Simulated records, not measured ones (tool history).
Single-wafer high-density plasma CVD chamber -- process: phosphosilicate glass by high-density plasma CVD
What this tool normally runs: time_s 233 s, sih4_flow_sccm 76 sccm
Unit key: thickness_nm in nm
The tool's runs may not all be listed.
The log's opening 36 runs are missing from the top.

run	hour	time_s	sih4_flow_sccm	wafers since the last listed run	hours since the silane flow controller was replaced	hours since the gauge calibration	read-back reference wafer on the same gauge, thickness_nm	thickness_nm
37	823.4	265	64	633	178.9	311.8	1720.668	1695.006
38	844.1	200	85	129	199.6	332.5	1720.100	1693.189
39	876.0	203	91	198	231.5	364.4	1718.999	1847.531
40	904.7	201	76	179	260.2	393.1	1719.928	1528.607
41	971.2	233	81	414	326.7	459.6	1718.184	1877.454
42	990.3	198	80	119	345.8	478.7	1717.840	1580.420
43	1021.2	199	89	192	376.7	509.6	1721.483	1764.131
44	1038.9	214	72	110	394.4	527.3	1718.613	1538.822
45	1051.3	208	70	77	406.8	539.7	1721.964	1456.136
46	1074.5	233	63	144	430.0	562.9	1720.886	1458.659
47	1098.4	233	65	149	453.9	586.8	1718.974	1510.253

Here are 3 independent what-if runs from the current tool condition. What would each one return?
A	1098.9	276	76	3	454.4	587.3	?	?
B	1098.9	233	87	3	454.4	587.3	?	?
C	1098.9	254	68	3	454.4	587.3	?	?

run	read-back reference wafer on the same gauge, thickness_nm	thickness_nm
A	1719.297	2074.582
B	1719.297	2004.856
C	1719.297	1708.247
Without the tool's hidden state the same runs would have given:
run	thickness_nm
A	2055.051
B	1985.981
C	1692.164
